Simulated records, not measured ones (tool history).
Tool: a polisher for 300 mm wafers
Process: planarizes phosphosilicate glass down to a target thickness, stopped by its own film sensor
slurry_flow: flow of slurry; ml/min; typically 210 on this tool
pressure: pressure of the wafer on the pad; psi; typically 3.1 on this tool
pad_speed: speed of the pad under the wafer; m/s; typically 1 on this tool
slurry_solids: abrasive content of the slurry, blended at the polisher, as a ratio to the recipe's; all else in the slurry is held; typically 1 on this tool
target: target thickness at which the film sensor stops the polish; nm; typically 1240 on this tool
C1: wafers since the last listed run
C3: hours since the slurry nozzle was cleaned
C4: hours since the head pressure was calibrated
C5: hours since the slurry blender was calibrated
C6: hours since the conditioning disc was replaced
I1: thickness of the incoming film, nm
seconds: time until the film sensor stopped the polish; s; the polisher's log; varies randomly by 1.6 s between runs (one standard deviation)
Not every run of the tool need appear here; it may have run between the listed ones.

{"run": 1, "hour": 0.0, "slurry_flow": 210, "pressure": 3.1, "pad_speed": 1, "slurry_solids": 1.15, "target": 1240, "C1": 0, "wafers polished on this pad": 1100, "C3": 123.2, "C4": 535.9, "C5": 471.1, "C6": 245.5, "I1": 1858.3, "seconds": 84.7}
{"hour": 6.1, "done": "worn pad replaced by a new one"}
{"run": 2, "hour": 11.7, "slurry_flow": 210, "pressure": 3.1, "pad_speed": 1, "slurry_solids": 1.15, "target": 1240, "C1": 93, "wafers polished on this pad": 67, "C3": 134.9, "C4": 547.6, "C5": 482.8, "C6": 257.2, "I1": 1863.9, "seconds": 88.1}
{"run": 3, "hour": 27.3, "slurry_flow": 210, "pressure": 3.1, "pad_speed": 1, "slurry_solids": 0.85, "target": 1325, "C1": 188, "wafers polished on this pad": 256, "C3": 150.5, "C4": 563.2, "C5": 498.4, "C6": 272.8, "I1": 1841, "seconds": 84.5}
{"hour": 44.2, "done": "slurry blender recalibrated"}
{"run": 4, "hour": 44.7, "slurry_flow": 210, "pressure": 3.1, "pad_speed": 1, "slurry_solids": 1, "target": 1240, "C1": 186, "wafers polished on this pad": 443, "C3": 167.9, "C4": 580.6, "C5": 0.5, "C6": 290.2, "I1": 1854.9, "seconds": 95.7}
{"hour": 50.2, "done": "conditioning disc replaced and pad reconditioned"}
{"run": 5, "hour": 60.4, "slurry_flow": 210, "pressure": 3.1, "pad_speed": 1, "slurry_solids": 0.85, "target": 1240, "C1": 165, "wafers polished on this pad": 608, "C3": 183.6, "C4": 596.3, "C5": 16.2, "C6": 10.2, "I1": 1859.6, "seconds": 83.5}
{"run": 6, "hour": 73.7, "slurry_flow": 210, "pressure": 3.1, "pad_speed": 1, "slurry_solids": 0.85, "target": 1240, "C1": 160, "wafers polished on this pad": 769, "C3": 196.9, "C4": 609.6, "C5": 29.5, "C6": 23.5, "I1": 1873.7, "seconds": 86.7}
{"run": 7, "hour": 90.0, "slurry_flow": 210, "pressure": 2.3, "pad_speed": 1.1, "slurry_solids": 1, "target": 1240, "C1": 197, "wafers polished on this pad": 966, "C3": 213.2, "C4": 625.9, "C5": 45.8, "C6": 39.8, "I1": 1860.8, "seconds": 87.8}
{"run": 8, "hour": 99.1, "slurry_flow": 210, "pressure": 3.1, "pad_speed": 1, "slurry_solids": 1, "target": 1240, "C1": 110, "wafers polished on this pad": 1077, "C3": 222.3, "C4": 635, "C5": 54.9, "C6": 48.9, "I1": 1851.6, "seconds": 74.8}
{"hour": 100.9, "done": "slurry nozzle cleaned"}
{"run": 9, "hour": 107.9, "slurry_flow": 240, "pressure": 3.1, "pad_speed": 0.72, "slurry_solids": 1, "target": 1097, "C1": 94, "wafers polished on this pad": 1171, "C3": 7, "C4": 643.8, "C5": 63.7, "C6": 57.7, "I1": 1840.3, "seconds": 113.1}
{"hour": 111.6, "done": "head pressure recalibrated"}
{"hour": 112.8, "done": "worn pad replaced by a new one, of another model than before"}
{"run": 10, "hour": 123.3, "slurry_flow": 165, "pressure": 3.1, "pad_speed": 1, "slurry_solids": 1, "target": 1449, "C1": 148, "wafers polished on this pad": 127, "C3": 22.4, "C4": 11.7, "C5": 79.1, "C6": 73.1, "I1": 1871.7, "seconds": 57.5}
{"run": 11, "hour": 135.4, "slurry_flow": 210, "pressure": 3.1, "pad_speed": 1, "slurry_solids": 1.1, "target": 1347, "C1": 146, "wafers polished on this pad": 274, "C3": 34.5, "C4": 23.8, "C5": 91.2, "C6": 85.2, "I1": 1880.1, "seconds": 66.3}
{"run": 12, "hour": 150.6, "slurry_flow": 210, "pressure": 3.9, "pad_speed": 1.3, "slurry_solids": 1.15, "target": 1413, "C1": 183, "wafers polished on this pad": 457, "C3": 49.7, "C4": 39, "C5": 106.4, "C6": 100.4, "I1": 1862.3, "seconds": 42.4}
{"run": 13, "hour": 168.3, "slurry_flow": 260, "pressure": 3.1, "pad_speed": 0.88, "slurry_solids": 1.1, "target": 1096, "C1": 214, "wafers polished on this pad": 672, "C3": 67.4, "C4": 56.7, "C5": 124.1, "C6": 118.1, "I1": 1870, "seconds": 94.4}
{"run": 14, "hour": 180.3, "slurry_flow": 210, "pressure": 3.1, "pad_speed": 1.32, "slurry_solids": 1.1, "target": 1240, "C1": 145, "wafers polished on this pad": 817, "C3": 79.4, "C4": 68.7, "C5": 136.1, "C6": 130.1, "I1": 1876.2, "seconds": 69.6}
{"run": 15, "hour": 198.2, "slurry_flow": 210, "pressure": 3.1, "pad_speed": 1, "slurry_solids": 1, "target": 1091, "C1": 216, "wafers polished on this pad": 1033, "C3": 97.3, "C4": 86.6, "C5": 154, "C6": 148, "I1": 1849.3, "seconds": 101.5}
{"hour": 210.6, "done": "worn pad replaced by a new one"}
{"run": 16, "hour": 211.1, "slurry_flow": 210, "pressure": 3.1, "pad_speed": 1, "slurry_solids": 1, "target": 1240, "C1": 107, "wafers polished on this pad": 6, "C3": 110.2, "C4": 99.5, "C5": 166.9, "C6": 160.9, "I1": 1863.3, "seconds": 81.7}
{"run": 17, "hour": 248.0, "slurry_flow": 210, "pressure": 3.1, "pad_speed": 1, "slurry_solids": 1, "target": 1240, "C1": 446, "wafers polished on this pad": 452, "C3": 147.1, "C4": 136.4, "C5": 203.8, "C6": 197.8, "I1": 1873.9, "seconds": 85.8}
{"run": 18, "hour": 262.3, "slurry_flow": 210, "pressure": 3.1, "pad_speed": 0.72, "slurry_solids": 0.7, "target": 1240, "C1": 173, "wafers polished on this pad": 625, "C3": 161.4, "C4": 150.7, "C5": 218.1, "C6": 212.1, "I1": 1857.8, "seconds": 114.6}
{"run": 19, "hour": 276.6, "slurry_flow": 245, "pressure": 3.1, "pad_speed": 1.14, "slurry_solids": 1, "target": 1158, "C1": 173, "wafers polished on this pad": 798, "C3": 175.7, "C4": 165, "C5": 232.4, "C6": 226.4, "I1": 1900.8, "seconds": 96.7}
{"hour": 287.2, "done": "conditioning disc replaced and pad reconditioned"}
{"run": 20, "hour": 287.7, "slurry_flow": 210, "pressure": 3.1, "pad_speed": 1.16, "slurry_solids": 1, "target": 1370, "C1": 110, "wafers polished on this pad": 908, "C3": 186.8, "C4": 176.1, "C5": 243.5, "C6": 0.5, "I1": 1848.4, "seconds": 57.4}
{"run": 21, "hour": 295.7, "slurry_flow": 210, "pressure": 3.1, "pad_speed": 1, "slurry_solids": 1, "target": 1240, "C1": 96, "wafers polished on this pad": 1005, "C3": 194.8, "C4": 184.1, "C5": 251.5, "C6": 8.5, "I1": 1878.4, "seconds": 80.8}
{"run": 22, "hour": 303.8, "slurry_flow": 245, "pressure": 3.1, "pad_speed": 1, "slurry_solids": 1, "target": 1240, "C1": 98, "wafers polished on this pad": 1103, "C3": 202.9, "C4": 192.2, "C5": 259.6, "C6": 16.6, "I1": 1866.7, "seconds": 78.4}
{"run": 23, "hour": 310.8, "slurry_flow": 210, "pressure": 3.1, "pad_speed": 1.12, "slurry_solids": 0.85, "target": 1240, "C1": 84, "wafers polished on this pad": 1188, "C3": 209.9, "C4": 199.2, "C5": 266.6, "C6": 23.6, "I1": 1829.4, "seconds": 78.3}
{"hour": 316.1, "done": "worn pad replaced by a new one"}
{"run": 24, "hour": 326.2, "slurry_flow": 210, "pressure": 3.1, "pad_speed": 1, "slurry_solids": 0.85, "target": 1240, "C1": 137, "wafers polished on this pad": 121, "C3": 225.3, "C4": 214.6, "C5": 282, "C6": 39, "I1": 1878.7, "seconds": 85.6}

How would selected steps in seconds from run to run divide? Give the signed amount a tool lacking its hidden state would still show from settings, what came in and random variation, and the signed amount left for the hidden state, including any gauge scatter that is not in both of the compared results.
The tool's hidden condition here consists of: removal rate lost through wear of the pad, %; slurry flow missing at the pad, %; deviation of the head's pressure from its setpoint, %; abrasive missing from the slurry, %; time polished since the conditioner stopped cutting, s.
Run 4 -> 5: slurry_solids 1 -> 0.85, conditioning disc replaced and pad reconditioned. seconds -12.2 s: hidden state -17.6, all else +5.4.
Run 9 -> 10: slurry_flow 240 -> 165, pad_speed 0.72 -> 1, target 1097 -> 1449, head pressure recalibrated, worn pad replaced by a new one, of another model than before. seconds -55.6 s: hidden state -0.1, all else -55.5.
Run 12 -> 13: slurry_flow 210 -> 260, pressure 3.9 -> 3.1, pad_speed 1.3 -> 0.88, slurry_solids 1.15 -> 1.1, target 1413 -> 1096. seconds +52 s: hidden state +1.8, all else +50.2.
Run 19 -> 20: slurry_flow 245 -> 210, pad_speed 1.14 -> 1.16, target 1158 -> 1370, conditioning disc replaced and pad reconditioned. seconds -39.3 s: hidden state -10.4, all else -28.9.
